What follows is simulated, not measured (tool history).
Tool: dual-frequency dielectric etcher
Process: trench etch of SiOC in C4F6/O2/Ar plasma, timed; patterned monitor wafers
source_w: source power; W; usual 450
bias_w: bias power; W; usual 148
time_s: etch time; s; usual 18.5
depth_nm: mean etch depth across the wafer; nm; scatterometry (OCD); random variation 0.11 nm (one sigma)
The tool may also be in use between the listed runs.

run    hour  source_w  bias_w  time_s  wafers since the last listed run  hours since the last wet clean  hours since the last source power generator calibration  hours since the last bias power generator calibration  hours since the last upper electrode change  hours since the gauge calibration  read-back reference wafer on the same gauge, depth_nm  depth_nm
  1       0       450     148    18.5                                 0                           505.1                                                   2820.3                                                 1523.2                                         2142                             1999.2                                                   42.4     40.97
       37.3  -- gauge calibrated
  2    91.9       450     148    18.5                               727                             597                                                   2912.2                                                 1615.1                                       2233.9                               54.6                                                   42.4     41.05
      146.5  -- wet clean of the chamber
  3   167.4       450     148    18.5                               407                            20.9                                                   2987.7                                                 1690.6                                       2309.4                              130.1                                                  42.39     41.25
  4   237.3       450     156      21                               553                            90.8                                                   3057.6                                                 1760.5                                       2379.3                                200                                                   42.4     47.15
  5   343.3       450     156      21                               838                           196.8                                                   3163.6                                                 1866.5                                       2485.3                                306                                                  42.41     47.17
  6   399.6       410     148    18.5                               445                           253.1                                                   3219.9                                                 1922.8                                       2541.6                              362.3                                                   42.4     39.89
  7   454.7       380     148    18.5                               436                           308.2                                                     3275                                                 1977.9                                       2596.7                              417.4                                                  42.41     38.71
  8   509.9       450     170      20                               436                           363.4                                                   3330.2                                                 2033.1                                       2651.9                              472.6                                                  42.41     45.96
  9   569.4       450     148    18.5                               470                           422.9                                                   3389.7                                                 2092.6                                       2711.4                              532.1                                                  42.41     41.21
 10   664.2       400     148      14                               750                           517.7                                                   3484.5                                                 2187.4                                       2806.2                              626.9                                                  42.38     29.99
        671  -- bias power generator calibrated
      730.8  -- source power generator calibrated
      747.7  -- wet clean of the chamber
 11   748.2       510     148    18.5                               467                             0.5                                                     17.4                                                   77.2                                       2890.2                              710.9                                                  42.37     42.21
 12   833.7       530     119      13                               676                              86                                                    102.9                                                  162.7                                       2975.7                              796.4                                                   42.4     28.49
 13   881.6       450     148    18.5                               379                           133.9                                                    150.8                                                  210.6                                       3023.6                              844.3                                                  42.41     40.35
 14   925.1       350     169    18.5                               344                           177.4                                                    194.3                                                  254.1                                       3067.1                              887.8                                                  42.41     38.69
     1034.7  -- upper electrode replaced
 15  1035.2       490     159    13.5                               681                           287.5                                                    304.4                                                  364.2                                          0.5                              997.9                                                   42.4     30.88
 16  1068.3       450     131      22                               261                           320.6                                                    337.5                                                  397.3                                         33.6                               1031                                                  42.39     46.75
 17  1110.2       450     184      23                               331                           362.5                                                    379.4                                                  439.2                                         75.5                             1072.9                                                  42.38     53.66
 18  1210.8       450     148    18.5                               796                           463.1                                                      480                                                  539.8                                        176.1                             1173.5                                                  42.38     40.53
 19  1277.6       450     112      15                               528                           529.9                                                    546.8                                                  606.6                                        242.9                             1240.3                                                  42.39     30.54
     1337.3  -- wet clean of the chamber
 20  1347.2       490     127    18.5                               360                             9.9                                                    616.4                                                  676.2                                        312.5                             1309.9                                                  42.41     40.12
 21  1550.3       510     148    21.5                              1607                             213                                                    819.5                                                  879.3                                        515.6                               1513                                                   42.4        49
 22  1618.3       450     148    18.5                               538                             281                                                    887.5                                                  947.3                                        583.6                               1581                                                  42.39     40.42
 23  1665.9       560     181    15.5                               376                           328.6                                                    935.1                                                  994.9                                        631.2                             1628.6                                                   42.4     38.46
 24  1752.3       530     119      13                               683                             415                                                   1021.5                                                 1081.3                                        717.6                               1715                                                   42.4     28.38
 25  1812.3       530     119      13                               474                             475                                                   1081.5                                                 1141.3                                        777.6                               1775                                                  42.41     28.58
 26  1870.4       500     172    13.5                               459                           533.1                                                   1139.6                                                 1199.4                                        835.7                             1833.1                                                  42.41     31.91
       1904  -- gauge calibrated
     1919.7  -- wet clean of the chamber
 27  1939.5       540     177    18.5                               356                            19.8                                                   1208.7                                                 1268.5                                        904.8                               35.5                                                  42.41     45.25
 28    2040       370     178    18.5                               795                           120.3                                                   1309.2                                                   1369                                       1005.3                                136                                                  42.41     40.16

Forecast each of these 5 alternatives for the next run:
  A  2040.4       450     148    18.5                                 3                           120.7                                                   1309.6                                                 1369.4                                       1005.7                              136.4                                                      ?         ?
  B  2040.4       450     148      22                                 3                           120.7                                                   1309.6                                                 1369.4                                       1005.7                              136.4                                                      ?         ?
  C  2040.4       450     134      23                                 3                           120.7                                                   1309.6                                                 1369.4                                       1005.7                              136.4                                                      ?         ?
  D  2040.4       450     160      22                                 3                           120.7                                                   1309.6                                                 1369.4                                       1005.7                              136.4                                                      ?         ?
  E  2040.4       450     124    18.5                                 3                           120.7                                                   1309.6                                                 1369.4                                       1005.7                              136.4                                                      ?         ?

run  read-back reference wafer on the same gauge, depth_nm  depth_nm
  A                                                   42.4     40.61
  B                                                   42.4     48.29
  C                                                   42.4     49.21
  D                                                   42.4      49.3
  E                                                   42.4     38.83
Without the tool's hidden state the same runs would have given:
run  depth_nm
  A     40.51
  B     48.17
  C     49.09
  D     49.18
  E     38.72
